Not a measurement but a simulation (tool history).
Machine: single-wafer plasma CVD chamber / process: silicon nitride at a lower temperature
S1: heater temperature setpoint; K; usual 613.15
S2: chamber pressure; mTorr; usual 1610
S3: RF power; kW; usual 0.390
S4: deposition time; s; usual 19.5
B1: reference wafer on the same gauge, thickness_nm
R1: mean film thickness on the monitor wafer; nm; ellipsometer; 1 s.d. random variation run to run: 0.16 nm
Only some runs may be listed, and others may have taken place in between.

Run 1, hour 0.0: usual settings; B1 28.688. Result: R1 29.026 nm.
Run 2, hour 105.7: usual settings but S1 601.15 K, S2 1430 mTorr; B1 28.735. Result: R1 28.310 nm.
Run 3, hour 402.5: usual settings but S1 601.15 K, S2 1430 mTorr; B1 28.867. Result: R1 28.641 nm.
Run 4, hour 442.6: usual settings; B1 28.919. Result: R1 29.173 nm.
Run 5, hour 540.6: usual settings; B1 29.039. Result: R1 28.968 nm.
Run 6, hour 581.9: usual settings; B1 29.075. Result: R1 29.415 nm.
Run 7, hour 622.6: usual settings; B1 29.174. Result: R1 29.442 nm.
At hour 675.3: RF generator calibrated.
Run 8, hour 675.8: usual settings but S4 21.3 s; B1 29.205. Result: R1 31.746 nm.
At hour 688.7: showerhead replaced.
At hour 736.9: capacitance manometer re-zeroed and calibrated.
Run 9, hour 773.9: usual settings; B1 29.355. Result: R1 29.654 nm.
Run 10, hour 869.7: usual settings; B1 29.455. Result: R1 29.878 nm.
Run 11, hour 919.4: usual settings but S1 601.15 K, S2 1430 mTorr; B1 29.592. Result: R1 29.172 nm.
Run 12, hour 1019.8: usual settings but S4 21.5 s; B1 29.821. Result: R1 33.205 nm.
Run 13, hour 1088.7: usual settings but S1 624.15 K; B1 29.947. Result: R1 29.933 nm.
At hour 1143.9: thermocouple changed; heater temperature recalibrated.
Run 14, hour 1144.5: usual settings but S1 606.15 K, S3 0.410 kW; B1 30.050. Result: R1 30.744 nm.
At hour 1154.3: gauge calibrated.
Run 15, hour 1264.2: usual settings but S1 606.15 K, S2 1880 mTorr, S3 0.370 kW, S4 21.4 s; B1 28.698. Result: R1 32.261 nm.
Run 16, hour 1331.2: usual settings but S1 600.15 K, S2 2010 mTorr, S3 0.455 kW, S4 21.2 s; B1 28.701. Result: R1 35.566 nm.
Run 17, hour 1401.7: usual settings but S1 607.15 K, S2 1230 mTorr; B1 28.757. Result: R1 27.112 nm.
Run 18, hour 1450.1: usual settings but S4 18.2 s; B1 28.802. Result: R1 27.173 nm.

Alternative continuations, all from the tool just after run 18; predict every row:
Run A, hour 1450.5: usual settings; B1 ?. Result: R1 ?.
Run B, hour 1450.5: usual settings but S3 0.445 kW; B1 ?. Result: R1 ?.
Run C, hour 1450.5: usual settings but S1 609.15 K, S2 1940 mTorr; B1 ?. Result: R1 ?.

run      B1      R1
  A  28.793  29.197
  B  28.793  30.738
  C  28.793  30.524
What these runs would have given with no unlogged condition in the tool:
run      R1
  A  29.126
  B  30.664
  C  30.450
